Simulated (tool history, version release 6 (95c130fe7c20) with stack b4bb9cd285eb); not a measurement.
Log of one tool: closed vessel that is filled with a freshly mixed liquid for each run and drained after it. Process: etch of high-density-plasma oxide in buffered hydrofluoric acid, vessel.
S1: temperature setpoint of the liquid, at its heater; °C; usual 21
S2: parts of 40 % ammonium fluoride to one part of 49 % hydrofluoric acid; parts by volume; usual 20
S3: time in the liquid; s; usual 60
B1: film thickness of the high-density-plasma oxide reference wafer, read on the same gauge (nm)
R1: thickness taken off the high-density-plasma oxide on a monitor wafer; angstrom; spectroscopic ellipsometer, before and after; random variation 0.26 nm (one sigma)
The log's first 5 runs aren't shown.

{"run": 6, "hour": 345.0, "S1": 21, "S2": 20, "S3": 60, "B1": 80.01, "R1": 348.4}
{"run": 7, "hour": 370.6, "S1": 21, "S2": 20, "S3": 50, "B1": 80.04, "R1": 291.7}
{"hour": 386.1, "done": "hydrofluoric acid flow meter replaced"}
{"hour": 395.2, "done": "thermometer replaced"}
{"run": 8, "hour": 413.7, "S1": 17, "S2": 27.5, "S3": 50, "B1": 79.99, "R1": 211.5}
{"run": 9, "hour": 472.3, "S1": 21, "S2": 26, "S3": 30, "B1": 80, "R1": 163.4}
{"run": 10, "hour": 538.9, "S1": 25.5, "S2": 16.5, "S3": 60, "B1": 79.99, "R1": 597.2}
{"run": 11, "hour": 591.6, "S1": 19.5, "S2": 20, "S3": 60, "B1": 80, "R1": 355.5}
{"hour": 604.7, "done": "gauge calibrated"}
{"run": 12, "hour": 661.9, "S1": 21, "S2": 20, "S3": 90, "B1": 80, "R1": 577.8}
{"run": 13, "hour": 703.7, "S1": 17, "S2": 17.5, "S3": 80, "B1": 79.98, "R1": 460.5}
{"run": 14, "hour": 739.9, "S1": 18, "S2": 20, "S3": 85, "B1": 80.02, "R1": 454}
{"run": 15, "hour": 788.1, "S1": 25.5, "S2": 20, "S3": 70, "B1": 79.96, "R1": 568.9}
{"run": 16, "hour": 850.1, "S1": 21, "S2": 14, "S3": 45, "B1": 80.01, "R1": 395.1}
{"run": 17, "hour": 913.3, "S1": 21, "S2": 20, "S3": 60, "B1": 80, "R1": 374.8}
{"run": 18, "hour": 944.1, "S1": 21, "S2": 17, "S3": 30, "B1": 79.97, "R1": 215.8}
{"run": 19, "hour": 972.5, "S1": 25, "S2": 26.5, "S3": 90, "B1": 79.97, "R1": 573.6}
{"run": 20, "hour": 1002.1, "S1": 21, "S2": 20, "S3": 60, "B1": 80.04, "R1": 369.6}
{"run": 21, "hour": 1030.2, "S1": 21, "S2": 20, "S3": 80, "B1": 79.99, "R1": 494}
{"run": 22, "hour": 1096.6, "S1": 18.5, "S2": 20, "S3": 50, "B1": 80.01, "R1": 265.6}
{"run": 23, "hour": 1150.9, "S1": 21, "S2": 20, "S3": 60, "B1": 79.97, "R1": 363.3}
{"run": 24, "hour": 1177.3, "S1": 21, "S2": 20, "S3": 80, "B1": 80.01, "R1": 489.4}
{"run": 25, "hour": 1228.1, "S1": 21, "S2": 20, "S3": 60, "B1": 79.99, "R1": 368.6}
{"run": 26, "hour": 1398.3, "S1": 18.5, "S2": 20, "S3": 45, "B1": 80, "R1": 231.2}
{"run": 27, "hour": 1467.7, "S1": 21, "S2": 20, "S3": 60, "B1": 80, "R1": 359.9}
{"run": 28, "hour": 1586.0, "S1": 25, "S2": 16, "S3": 70, "B1": 79.98, "R1": 617.2}
{"hour": 1591.4, "done": "hydrofluoric acid flow meter replaced"}
{"run": 29, "hour": 1618.5, "S1": 21, "S2": 20, "S3": 60, "B1": 79.96, "R1": 383.5}
{"run": 30, "hour": 1690.2, "S1": 23.5, "S2": 18, "S3": 30, "B1": 79.99, "R1": 243.3}

5 ways to go on from here, each from the tool as it stands after run 30. What would each give?
{"run": "A", "hour": 1690.9, "S1": 21, "S2": 20, "S3": 60, "B1": "?", "R1": "?"}
{"run": "B", "hour": 1690.9, "S1": 21, "S2": 13, "S3": 40, "B1": "?", "R1": "?"}
{"run": "C", "hour": 1690.9, "S1": 21, "S2": 17.5, "S3": 40, "B1": "?", "R1": "?"}
{"run": "D", "hour": 1690.9, "S1": 22.5, "S2": 23.5, "S3": 45, "B1": "?", "R1": "?"}
{"run": "E", "hour": 1690.9, "S1": 18, "S2": 12.5, "S3": 60, "B1": "?", "R1": "?"}

run=A B1=79.97 R1=381.8
run=B B1=79.97 R1=387.7
run=C B1=79.97 R1=289.4
run=D B1=79.97 R1=278.5
run=E B1=79.97 R1=510.3
Without the tool's hidden state the same runs would have given:
run=A R1=396.7
run=B R1=404.2
run=C R1=301.8
run=D R1=289.4
run=E R1=532.3

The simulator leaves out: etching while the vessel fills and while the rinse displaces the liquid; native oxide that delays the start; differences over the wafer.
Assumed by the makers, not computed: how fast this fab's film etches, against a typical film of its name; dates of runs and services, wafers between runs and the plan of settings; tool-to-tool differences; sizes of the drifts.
